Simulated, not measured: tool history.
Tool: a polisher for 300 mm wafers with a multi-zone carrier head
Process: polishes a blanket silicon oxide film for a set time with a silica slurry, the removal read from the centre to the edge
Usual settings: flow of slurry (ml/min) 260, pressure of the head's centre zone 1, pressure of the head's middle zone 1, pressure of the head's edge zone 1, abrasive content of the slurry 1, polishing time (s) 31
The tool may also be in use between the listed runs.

run,hour,flow of slurry (ml/min),pressure of the head's centre zone,pressure of the head's middle zone,pressure of the head's edge zone,abrasive content of the slurry,polishing time (s),wafers since the last listed run,wafers polished on this pad,hours since the slurry nozzle was cleaned,hours since the centre zone pressure was calibrated,hours since the edge zone pressure was calibrated,hours since the carrier head's membrane was replaced,"incoming thickness of the incoming film, nm",film removed at the wafer's centre (angstrom),film removed at mid-radius (angstrom),film removed at the wafer's edge (angstrom)
1,0,260,1.08,1,1,1,31,0,1014,45,782.5,762.6,1679.5,989.8,1148,1100,1123
# hour 8.9: worn pad replaced by a new one
# hour 13.7: edge zone pressure recalibrated
# hour 32.2: slurry nozzle cleaned, repeated, since the last time left the tool worse
2,38.5,260,1.08,1,1,1,31,318,268,6.3,821,24.8,1718,1019.7,1237,1169,1189
3,54.1,260,1.08,1,1,1,31,157,425,21.9,836.6,40.4,1733.6,994.8,1240,1170,1181
4,70.9,260,1,1,1,1.15,31,169,595,38.7,853.4,57.2,1750.4,1012.6,1236,1256,1207
# hour 84.8: carrier head's membrane replaced by a new one
5,85.3,260,1.08,1,1,1,34,94,690,53.1,867.8,71.6,0.5,988.2,1356,1272,1300
6,90.1,285,0.89,1,1,1,31,48,739,57.9,872.6,76.4,5.3,987.2,1015,1163,1168
# hour 100.7: worn pad replaced by a new one
7,101.1,210,1,1,1,1,31,70,4,68.9,883.6,87.4,16.3,1017.1,1114,1134,1141
8,109.5,330,1,0.95,0.9,1,26,84,89,77.3,892,95.8,24.7,1006.2,965,944,940
9,123.2,260,1,1,1,1,31,138,227,91,905.7,109.5,38.4,1008.6,1143,1160,1187
10,132.8,260,1,1,1,1,34,96,324,100.6,915.3,119.1,48,991,1237,1262,1273
11,139.4,260,1,1,1,1.1,31,66,391,107.2,921.9,125.7,54.6,983.1,1185,1219,1197
12,155.1,260,1.08,1,0.96,1,39,158,549,122.9,937.6,141.4,70.3,1000.9,1534,1451,1467
13,163,260,1,1,1,1.25,23,79,629,130.8,945.5,149.3,78.2,984,937,952,964
# hour 180.5: centre zone pressure recalibrated
14,204.3,260,1,1.04,1,1,31,396,1026,172.1,23.8,190.6,119.5,990,1140,1203,1190
# hour 211.7: worn pad replaced by a new one
15,214.3,290,1,0.91,1,0.75,38,60,25,182.1,33.8,200.6,129.5,1008.1,1210,1138,1260
16,232.1,260,0.92,1,1,1,31,179,205,199.9,51.6,218.4,147.3,995.7,1039,1156,1172
17,243.6,190,1,1,1,1,31,116,321,211.4,63.1,229.9,158.8,988,1099,1122,1151
18,252.2,260,1,1,1,1,31,86,408,220,71.7,238.5,167.4,987.2,1142,1155,1202
19,262,260,0.9,1,1,0.8,31,98,507,229.8,81.5,248.3,177.2,996.6,900,1028,1009
20,277.2,260,1,1,1,1,31,153,661,245,96.7,263.5,192.4,991.6,1132,1168,1181
21,293.4,260,1,0.93,1,1,40,163,824,261.2,112.9,279.7,208.6,997.5,1474,1408,1543

Hidden state or all else? Some run-to-run changes of film removed at the wafer's centre (angstrom), split into what the settings, what came in and random variation would give without the hidden state, and what is left for the hidden state (with any gauge scatter that isn't in both results):
The hidden state here: removal rate lost through wear of the pad, %; slurry flow missing at the pad, %; deviation of the centre zone's pressure from its setpoint, %; deviation of the edge zone's pressure from its setpoint, %.
Run 1 -> 2: worn pad replaced by a new one, edge zone pressure recalibrated, slurry nozzle cleaned, repeated, since the last time left the tool worse. film removed at the wafer's centre (angstrom) +89: hidden state +77, all else +12.
Run 11 -> 12: pressure of the head's centre zone 1 -> 1.08, pressure of the head's edge zone 1 -> 0.96, abrasive content of the slurry 1.1 -> 1, polishing time (s) 31 -> 39. film removed at the wafer's centre (angstrom) +349: hidden state -2, all else +351.
Run 12 -> 13: pressure of the head's centre zone 1.08 -> 1, pressure of the head's edge zone 0.96 -> 1, abrasive content of the slurry 1 -> 1.25, polishing time (s) 39 -> 23. film removed at the wafer's centre (angstrom) -597: hidden state +3, all else -600.
Run 20 -> 21: pressure of the head's middle zone 1 -> 0.93, polishing time (s) 31 -> 40. film removed at the wafer's centre (angstrom) +342: hidden state -5, all else +347.

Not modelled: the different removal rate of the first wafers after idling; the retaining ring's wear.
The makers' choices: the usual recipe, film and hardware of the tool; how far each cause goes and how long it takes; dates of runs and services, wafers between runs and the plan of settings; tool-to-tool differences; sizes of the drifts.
